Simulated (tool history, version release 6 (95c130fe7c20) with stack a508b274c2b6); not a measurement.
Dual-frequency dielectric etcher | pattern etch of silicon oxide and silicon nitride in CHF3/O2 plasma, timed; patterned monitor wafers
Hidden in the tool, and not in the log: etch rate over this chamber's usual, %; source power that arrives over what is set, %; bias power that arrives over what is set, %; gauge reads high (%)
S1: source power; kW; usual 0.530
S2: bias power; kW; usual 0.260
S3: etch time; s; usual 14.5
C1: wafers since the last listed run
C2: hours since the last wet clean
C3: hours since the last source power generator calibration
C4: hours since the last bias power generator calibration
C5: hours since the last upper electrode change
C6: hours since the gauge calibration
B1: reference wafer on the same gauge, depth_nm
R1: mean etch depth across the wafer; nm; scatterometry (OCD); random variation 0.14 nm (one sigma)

{"run": 1, "hour": 0.0, "S1": 0.58, "S2": 0.26, "S3": 14.5, "C1": 0, "C2": 42.8, "C3": 3668.8, "C4": 1483.5, "C5": 4371.6, "C6": 236.1, "B1": 26.62, "R1": 25.48}
{"run": 2, "hour": 15.7, "S1": 0.58, "S2": 0.26, "S3": 14.5, "C1": 299, "C2": 58.5, "C3": 3684.5, "C4": 1499.2, "C5": 4387.3, "C6": 251.8, "B1": 26.55, "R1": 25.42}
{"run": 3, "hour": 43.0, "S1": 0.58, "S2": 0.26, "S3": 14.5, "C1": 519, "C2": 85.8, "C3": 3711.8, "C4": 1526.5, "C5": 4414.6, "C6": 279.1, "B1": 26.63, "R1": 25.4}
{"run": 4, "hour": 66.4, "S1": 0.53, "S2": 0.26, "S3": 14.5, "C1": 445, "C2": 109.2, "C3": 3735.2, "C4": 1549.9, "C5": 4438.0, "C6": 302.5, "B1": 26.56, "R1": 24.12}
{"run": 5, "hour": 98.6, "S1": 0.53, "S2": 0.26, "S3": 14.5, "C1": 613, "C2": 141.4, "C3": 3767.4, "C4": 1582.1, "C5": 4470.2, "C6": 334.7, "B1": 26.68, "R1": 24.33}
{"run": 6, "hour": 125.8, "S1": 0.53, "S2": 0.26, "S3": 14.5, "C1": 518, "C2": 168.6, "C3": 3794.6, "C4": 1609.3, "C5": 4497.4, "C6": 361.9, "B1": 26.57, "R1": 24.34}
{"run": 7, "hour": 138.0, "S1": 0.53, "S2": 0.26, "S3": 14.5, "C1": 232, "C2": 180.8, "C3": 3806.8, "C4": 1621.5, "C5": 4509.6, "C6": 374.1, "B1": 26.56, "R1": 24.35}
{"hour": 161.0, "done": "gauge calibrated"}
{"hour": 176.2, "done": "upper electrode replaced"}
{"run": 8, "hour": 185.6, "S1": 0.53, "S2": 0.26, "S3": 14.5, "C1": 449, "C2": 228.4, "C3": 3854.4, "C4": 1669.1, "C5": 9.4, "C6": 24.6, "B1": 26.59, "R1": 24.58}
{"run": 9, "hour": 207.5, "S1": 0.53, "S2": 0.222, "S3": 14.5, "C1": 417, "C2": 250.3, "C3": 3876.3, "C4": 1691.0, "C5": 31.3, "C6": 46.5, "B1": 26.51, "R1": 23.46}
{"run": 10, "hour": 225.0, "S1": 0.53, "S2": 0.222, "S3": 14.5, "C1": 333, "C2": 267.8, "C3": 3893.8, "C4": 1708.5, "C5": 48.8, "C6": 64.0, "B1": 26.55, "R1": 23.39}
{"run": 11, "hour": 258.1, "S1": 0.49, "S2": 0.209, "S3": 18.5, "C1": 630, "C2": 300.9, "C3": 3926.9, "C4": 1741.6, "C5": 81.9, "C6": 97.1, "B1": 26.63, "R1": 28.24}
{"run": 12, "hour": 291.5, "S1": 0.53, "S2": 0.26, "S3": 14.5, "C1": 636, "C2": 334.3, "C3": 3960.3, "C4": 1775.0, "C5": 115.3, "C6": 130.5, "B1": 26.59, "R1": 24.59}
{"run": 13, "hour": 319.9, "S1": 0.53, "S2": 0.26, "S3": 17.5, "C1": 540, "C2": 362.7, "C3": 3988.7, "C4": 1803.4, "C5": 143.7, "C6": 158.9, "B1": 26.62, "R1": 30.05}
{"run": 14, "hour": 352.2, "S1": 0.53, "S2": 0.26, "S3": 18.5, "C1": 615, "C2": 395.0, "C3": 4021.0, "C4": 1835.7, "C5": 176.0, "C6": 191.2, "B1": 26.54, "R1": 31.79}
{"run": 15, "hour": 380.2, "S1": 0.4, "S2": 0.199, "S3": 16.5, "C1": 533, "C2": 423.0, "C3": 4049.0, "C4": 1863.7, "C5": 204.0, "C6": 219.2, "B1": 26.5, "R1": 22.1}
{"hour": 404.0, "done": "bias power generator calibrated"}
{"hour": 410.7, "done": "wet clean of the chamber"}
{"hour": 412.1, "done": "source power generator calibrated"}
{"run": 16, "hour": 413.7, "S1": 0.45, "S2": 0.26, "S3": 14.5, "C1": 408, "C2": 3.0, "C3": 1.6, "C4": 9.7, "C5": 237.5, "C6": 252.7, "B1": 26.56, "R1": 21.87}
{"run": 17, "hour": 445.4, "S1": 0.53, "S2": 0.26, "S3": 14.5, "C1": 603, "C2": 34.7, "C3": 33.3, "C4": 41.4, "C5": 269.2, "C6": 284.4, "B1": 26.58, "R1": 24.05}
{"run": 18, "hour": 463.1, "S1": 0.61, "S2": 0.229, "S3": 15.5, "C1": 337, "C2": 52.4, "C3": 51.0, "C4": 59.1, "C5": 286.9, "C6": 302.1, "B1": 26.54, "R1": 26.82}
{"run": 19, "hour": 494.9, "S1": 0.6, "S2": 0.325, "S3": 14.5, "C1": 605, "C2": 84.2, "C3": 82.8, "C4": 90.9, "C5": 318.7, "C6": 333.9, "B1": 26.57, "R1": 28.18}
{"run": 20, "hour": 512.1, "S1": 0.64, "S2": 0.317, "S3": 18.0, "C1": 327, "C2": 101.4, "C3": 100.0, "C4": 108.1, "C5": 335.9, "C6": 351.1, "B1": 26.56, "R1": 35.27}
{"run": 21, "hour": 532.4, "S1": 0.48, "S2": 0.241, "S3": 10.0, "C1": 386, "C2": 121.7, "C3": 120.3, "C4": 128.4, "C5": 356.2, "C6": 371.4, "B1": 26.65, "R1": 15.52}

Forecast each of these 5 alternatives for the next run:
{"run": "A", "hour": 532.8, "S1": 0.49, "S2": 0.26, "S3": 14.5, "C1": 7, "C2": 122.1, "C3": 120.7, "C4": 128.8, "C5": 356.6, "C6": 371.8, "B1": "?", "R1": "?"}
{"run": "B", "hour": 532.8, "S1": 0.46, "S2": 0.281, "S3": 16.0, "C1": 7, "C2": 122.1, "C3": 120.7, "C4": 128.8, "C5": 356.6, "C6": 371.8, "B1": "?", "R1": "?"}
{"run": "C", "hour": 532.8, "S1": 0.6, "S2": 0.229, "S3": 15.5, "C1": 7, "C2": 122.1, "C3": 120.7, "C4": 128.8, "C5": 356.6, "C6": 371.8, "B1": "?", "R1": "?"}
{"run": "D", "hour": 532.8, "S1": 0.65, "S2": 0.26, "S3": 14.5, "C1": 7, "C2": 122.1, "C3": 120.7, "C4": 128.8, "C5": 356.6, "C6": 371.8, "B1": "?", "R1": "?"}
{"run": "E", "hour": 532.8, "S1": 0.53, "S2": 0.26, "S3": 17.0, "C1": 7, "C2": 122.1, "C3": 120.7, "C4": 128.8, "C5": 356.6, "C6": 371.8, "B1": "?", "R1": "?"}

run=A B1=26.66 R1=23.22
run=B B1=26.66 R1=25.26
run=C B1=26.66 R1=26.82
run=D B1=26.66 R1=27.16
run=E B1=26.66 R1=28.49
Without the tool's hidden state the same runs would have given:
run=A R1=23.00
run=B R1=25.02
run=C R1=26.57
run=D R1=26.91
run=E R1=28.22
